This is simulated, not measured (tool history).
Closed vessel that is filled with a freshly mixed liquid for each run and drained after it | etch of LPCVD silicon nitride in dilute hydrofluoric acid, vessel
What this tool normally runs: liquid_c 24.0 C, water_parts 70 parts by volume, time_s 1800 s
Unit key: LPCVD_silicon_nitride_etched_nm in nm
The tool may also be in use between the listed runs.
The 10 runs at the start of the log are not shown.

run     day  liquid_c  water_parts  time_s  wafers since the last listed run  hours since the thermometer was replaced  hours since the hydrofluoric acid flow meter was replaced  hours since the gauge calibration  read-back film thickness of the LPCVD silicon nitride reference wafer, read on the same gauge (nm)  LPCVD_silicon_nitride_etched_nm
 11  14.808      20.0           85    2425                              1658                                      30.8                                                      471.9                              901.1                                                                                              119.97                            11.84
 12  15.925      24.0           70    2100                              1467                                      57.6                                                      498.7                              927.9                                                                                              119.99                            16.33
 13  17.354      26.5           70    2440                              1877                                      91.9                                                      533.0                              962.2                                                                                              119.97                            22.56
 14  17.933      24.0           70    1800                               761                                     105.8                                                      546.9                              976.1                                                                                              120.03                            14.03
 15  19.317      24.0           70    1800                              1817                                     139.0                                                      580.1                             1009.3                                                                                              120.03                            14.17
 16  20.621      24.0           35    1145                              1713                                     170.3                                                      611.4                             1040.6                                                                                              120.01                            17.65
 17  21.638      27.0           45    1470                              1335                                     194.7                                                      635.8                             1065.0                                                                                              119.99                            21.70
     22.962  -- gauge calibrated
 18  23.017      24.0           70    1800                              1812                                     227.8                                                      668.9                                1.3                                                                                              120.00                            14.09
 19  24.812      26.5           70    2440                              2359                                     270.9                                                      712.0                               44.4                                                                                              120.01                            22.37
 20  26.171      24.0           90    1800                              1784                                     303.5                                                      744.6                               77.0                                                                                              119.98                            10.99
 21  26.742      28.0           80    2875                               750                                     317.2                                                      758.3                               90.7                                                                                              119.98                            25.60
 22  28.079      27.5           70    1800                              1757                                     349.3                                                      790.4                              122.8                                                                                              120.00                            17.82
 23  30.875      24.0           45    1140                              3673                                     416.4                                                      857.5                              189.9                                                                                              120.01                            13.83
 24  32.075      24.0           70     945                              1576                                     445.2                                                      886.3                              218.7                                                                                              119.95                             7.45
 25  33.200      25.5           70    2380                              1478                                     472.2                                                      913.3                              245.7                                                                                              119.98                            20.88
 26  34.071      22.5           95     760                              1144                                     493.1                                                      934.2                              266.6                                                                                              119.99                             4.06
 27  35.292      27.5           60    2565                              1604                                     522.4                                                      963.5                              295.9                                                                                              120.00                            29.99
 28  36.008      24.0           70    1800                               941                                     539.6                                                      980.7                              313.1                                                                                              120.00                            14.41
 29  36.600      24.0           70    1800                               777                                     553.8                                                      994.9                              327.3                                                                                              119.99                            14.34
 30  37.833      24.0           70    1800                              1620                                     583.4                                                     1024.5                              356.9                                                                                              119.98                            14.26
 31  38.825      24.0           70    1800                              1303                                     607.2                                                     1048.3                              380.7                                                                                              120.00                            14.29

Alternative continuations, all from the tool just after run 31; predict every row:
  A  38.875      24.0           70    2650                                65                                     608.4                                                     1049.5                              381.9                                                                                                   ?                                ?
  B  38.875      24.0           70     725                                65                                     608.4                                                     1049.5                              381.9                                                                                                   ?                                ?
  C  38.875      20.5           40     745                                65                                     608.4                                                     1049.5                              381.9                                                                                                   ?                                ?
  D  38.875      28.5           70    2175                                65                                     608.4                                                     1049.5                              381.9                                                                                                   ?                                ?
  E  38.875      24.0           85    2335                                65                                     608.4                                                     1049.5                              381.9                                                                                                   ?                                ?

run  read-back film thickness of the LPCVD silicon nitride reference wafer, read on the same gauge (nm)  LPCVD_silicon_nitride_etched_nm
  A                                                                                              120.02                            20.91
  B                                                                                              120.02                             5.72
  C                                                                                              120.02                             8.01
  D                                                                                              120.02                            23.04
  E                                                                                              120.02                            15.22
The same runs, with their run-to-run variation unchanged, on a tool lacking any hidden condition would have given:
run  LPCVD_silicon_nitride_etched_nm
  A                            20.29
  B                             5.55
  C                             7.76
  D                            22.38
  E                            14.77
